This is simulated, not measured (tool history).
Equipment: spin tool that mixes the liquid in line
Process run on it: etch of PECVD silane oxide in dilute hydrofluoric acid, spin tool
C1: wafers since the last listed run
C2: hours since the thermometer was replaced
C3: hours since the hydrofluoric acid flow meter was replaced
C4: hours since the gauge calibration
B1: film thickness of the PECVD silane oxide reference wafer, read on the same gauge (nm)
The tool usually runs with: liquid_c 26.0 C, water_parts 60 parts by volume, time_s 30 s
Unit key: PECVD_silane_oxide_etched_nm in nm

{"run": 1, "hour": 0.0, "liquid_c": 26.0, "water_parts": 60, "time_s": 45, "C1": 0, "C2": 1129.4, "C3": 752.8, "C4": 257.0, "B1": 50.04, "PECVD_silane_oxide_etched_nm": 33.0}
{"run": 2, "hour": 30.9, "liquid_c": 26.0, "water_parts": 60, "time_s": 45, "C1": 276, "C2": 1160.3, "C3": 783.7, "C4": 287.9, "B1": 49.98, "PECVD_silane_oxide_etched_nm": 32.64}
{"run": 3, "hour": 80.3, "liquid_c": 26.0, "water_parts": 60, "time_s": 30, "C1": 442, "C2": 1209.7, "C3": 833.1, "C4": 337.3, "B1": 50.06, "PECVD_silane_oxide_etched_nm": 21.84}
{"run": 4, "hour": 97.9, "liquid_c": 26.0, "water_parts": 50, "time_s": 30, "C1": 157, "C2": 1227.3, "C3": 850.7, "C4": 354.9, "B1": 50.03, "PECVD_silane_oxide_etched_nm": 26.19}
{"run": 5, "hour": 109.5, "liquid_c": 26.0, "water_parts": 50, "time_s": 30, "C1": 103, "C2": 1238.9, "C3": 862.3, "C4": 366.5, "B1": 49.98, "PECVD_silane_oxide_etched_nm": 26.68}
{"run": 6, "hour": 117.8, "liquid_c": 26.0, "water_parts": 50, "time_s": 30, "C1": 74, "C2": 1247.2, "C3": 870.6, "C4": 374.8, "B1": 49.98, "PECVD_silane_oxide_etched_nm": 26.24}
{"run": 7, "hour": 131.4, "liquid_c": 26.0, "water_parts": 60, "time_s": 30, "C1": 121, "C2": 1260.8, "C3": 884.2, "C4": 388.4, "B1": 50.02, "PECVD_silane_oxide_etched_nm": 21.52}
{"run": 8, "hour": 145.8, "liquid_c": 26.0, "water_parts": 60, "time_s": 30, "C1": 129, "C2": 1275.2, "C3": 898.6, "C4": 402.8, "B1": 49.99, "PECVD_silane_oxide_etched_nm": 21.32}
{"hour": 168.7, "done": "hydrofluoric acid flow meter replaced"}
{"run": 9, "hour": 174.5, "liquid_c": 26.0, "water_parts": 60, "time_s": 30, "C1": 248, "C2": 1303.9, "C3": 5.8, "C4": 431.5, "B1": 50.03, "PECVD_silane_oxide_etched_nm": 24.32}
{"run": 10, "hour": 182.5, "liquid_c": 27.0, "water_parts": 60, "time_s": 30, "C1": 71, "C2": 1311.9, "C3": 13.8, "C4": 439.5, "B1": 49.99, "PECVD_silane_oxide_etched_nm": 25.24}
{"run": 11, "hour": 192.0, "liquid_c": 27.0, "water_parts": 60, "time_s": 30, "C1": 85, "C2": 1321.4, "C3": 23.3, "C4": 449.0, "B1": 50.03, "PECVD_silane_oxide_etched_nm": 25.31}
{"run": 12, "hour": 203.5, "liquid_c": 31.0, "water_parts": 60, "time_s": 45, "C1": 103, "C2": 1332.9, "C3": 34.8, "C4": 460.5, "B1": 50.03, "PECVD_silane_oxide_etched_nm": 43.52}
{"run": 13, "hour": 256.9, "liquid_c": 26.0, "water_parts": 80, "time_s": 15, "C1": 478, "C2": 1386.3, "C3": 88.2, "C4": 513.9, "B1": 50.0, "PECVD_silane_oxide_etched_nm": 8.69}
{"run": 14, "hour": 269.4, "liquid_c": 26.0, "water_parts": 85, "time_s": 30, "C1": 112, "C2": 1398.8, "C3": 100.7, "C4": 526.4, "B1": 50.03, "PECVD_silane_oxide_etched_nm": 16.24}
{"run": 15, "hour": 287.4, "liquid_c": 22.5, "water_parts": 45, "time_s": 30, "C1": 161, "C2": 1416.8, "C3": 118.7, "C4": 544.4, "B1": 49.99, "PECVD_silane_oxide_etched_nm": 27.84}
{"run": 16, "hour": 301.8, "liquid_c": 30.0, "water_parts": 60, "time_s": 45, "C1": 129, "C2": 1431.2, "C3": 133.1, "C4": 558.8, "B1": 49.98, "PECVD_silane_oxide_etched_nm": 42.04}
{"run": 17, "hour": 314.0, "liquid_c": 26.0, "water_parts": 60, "time_s": 30, "C1": 109, "C2": 1443.4, "C3": 145.3, "C4": 571.0, "B1": 50.01, "PECVD_silane_oxide_etched_nm": 23.42}
{"run": 18, "hour": 330.4, "liquid_c": 28.0, "water_parts": 60, "time_s": 30, "C1": 146, "C2": 1459.8, "C3": 161.7, "C4": 587.4, "B1": 50.02, "PECVD_silane_oxide_etched_nm": 25.7}
{"run": 19, "hour": 347.8, "liquid_c": 26.0, "water_parts": 60, "time_s": 30, "C1": 155, "C2": 1477.2, "C3": 179.1, "C4": 604.8, "B1": 49.95, "PECVD_silane_oxide_etched_nm": 23.64}
{"run": 20, "hour": 363.8, "liquid_c": 23.0, "water_parts": 60, "time_s": 30, "C1": 143, "C2": 1493.2, "C3": 195.1, "C4": 620.8, "B1": 50.02, "PECVD_silane_oxide_etched_nm": 20.83}
{"hour": 370.7, "done": "thermometer replaced"}
{"run": 21, "hour": 394.3, "liquid_c": 21.5, "water_parts": 60, "time_s": 40, "C1": 264, "C2": 23.6, "C3": 225.6, "C4": 651.3, "B1": 50.0, "PECVD_silane_oxide_etched_nm": 26.05}
{"hour": 398.5, "done": "gauge calibrated"}
{"run": 22, "hour": 412.1, "liquid_c": 24.0, "water_parts": 85, "time_s": 15, "C1": 159, "C2": 41.4, "C3": 243.4, "C4": 13.6, "B1": 50.01, "PECVD_silane_oxide_etched_nm": 7.42}
{"run": 23, "hour": 421.5, "liquid_c": 30.0, "water_parts": 35, "time_s": 15, "C1": 84, "C2": 50.8, "C3": 252.8, "C4": 23.0, "B1": 50.0, "PECVD_silane_oxide_etched_nm": 24.55}
{"run": 24, "hour": 435.7, "liquid_c": 31.0, "water_parts": 60, "time_s": 45, "C1": 127, "C2": 65.0, "C3": 267.0, "C4": 37.2, "B1": 49.99, "PECVD_silane_oxide_etched_nm": 42.69}
{"run": 25, "hour": 443.6, "liquid_c": 26.0, "water_parts": 75, "time_s": 30, "C1": 70, "C2": 72.9, "C3": 274.9, "C4": 45.1, "B1": 50.05, "PECVD_silane_oxide_etched_nm": 18.31}
{"run": 26, "hour": 457.2, "liquid_c": 26.0, "water_parts": 45, "time_s": 30, "C1": 121, "C2": 86.5, "C3": 288.5, "C4": 58.7, "B1": 49.99, "PECVD_silane_oxide_etched_nm": 31.41}
{"run": 27, "hour": 474.7, "liquid_c": 29.5, "water_parts": 60, "time_s": 30, "C1": 156, "C2": 104.0, "C3": 306.0, "C4": 76.2, "B1": 50.02, "PECVD_silane_oxide_etched_nm": 26.78}
{"run": 28, "hour": 481.0, "liquid_c": 22.5, "water_parts": 60, "time_s": 30, "C1": 56, "C2": 110.3, "C3": 312.3, "C4": 82.5, "B1": 50.0, "PECVD_silane_oxide_etched_nm": 19.93}
{"run": 29, "hour": 490.8, "liquid_c": 22.0, "water_parts": 50, "time_s": 40, "C1": 87, "C2": 120.1, "C3": 322.1, "C4": 92.3, "B1": 50.02, "PECVD_silane_oxide_etched_nm": 31.61}
{"run": 30, "hour": 503.7, "liquid_c": 30.5, "water_parts": 35, "time_s": 15, "C1": 115, "C2": 133.0, "C3": 335.0, "C4": 105.2, "B1": 49.99, "PECVD_silane_oxide_etched_nm": 24.32}
{"run": 31, "hour": 514.8, "liquid_c": 21.5, "water_parts": 35, "time_s": 30, "C1": 99, "C2": 144.1, "C3": 346.1, "C4": 116.3, "B1": 50.06, "PECVD_silane_oxide_etched_nm": 34.34}
{"run": 32, "hour": 524.4, "liquid_c": 26.0, "water_parts": 40, "time_s": 50, "C1": 86, "C2": 153.7, "C3": 355.7, "C4": 125.9, "B1": 50.02, "PECVD_silane_oxide_etched_nm": 59.46}
{"run": 33, "hour": 535.9, "liquid_c": 26.0, "water_parts": 60, "time_s": 30, "C1": 103, "C2": 165.2, "C3": 367.2, "C4": 137.4, "B1": 50.01, "PECVD_silane_oxide_etched_nm": 23.11}
{"run": 34, "hour": 547.8, "liquid_c": 26.0, "water_parts": 60, "time_s": 30, "C1": 106, "C2": 177.1, "C3": 379.1, "C4": 149.3, "B1": 49.94, "PECVD_silane_oxide_etched_nm": 23.1}

The tool's hidden state at each run:
liquid hotter than its thermometer reads (K): 0 in every run
gauge reads high (%): 0 in every run
H1: hydrofluoric acid flow below the setpoint (%)
run=1 H1=9.33
run=2 H1=9.69
run=3 H1=10.3
run=4 H1=10.5
run=5 H1=10.6
run=6 H1=10.7
run=7 H1=10.9
run=8 H1=11
run=9 H1=1.4
run=10 H1=1.49
run=11 H1=1.6
run=12 H1=1.74
run=13 H1=2.36
run=14 H1=2.5
run=15 H1=2.71
run=16 H1=2.88
run=17 H1=3.02
run=18 H1=3.21
run=19 H1=3.41
run=20 H1=3.59
run=21 H1=3.95
run=22 H1=4.15
run=23 H1=4.26
run=24 H1=4.43
run=25 H1=4.52
run=26 H1=4.68
run=27 H1=4.88
run=28 H1=4.95
run=29 H1=5.07
run=30 H1=5.22
run=31 H1=5.35
run=32 H1=5.46
run=33 H1=5.59
run=34 H1=5.73
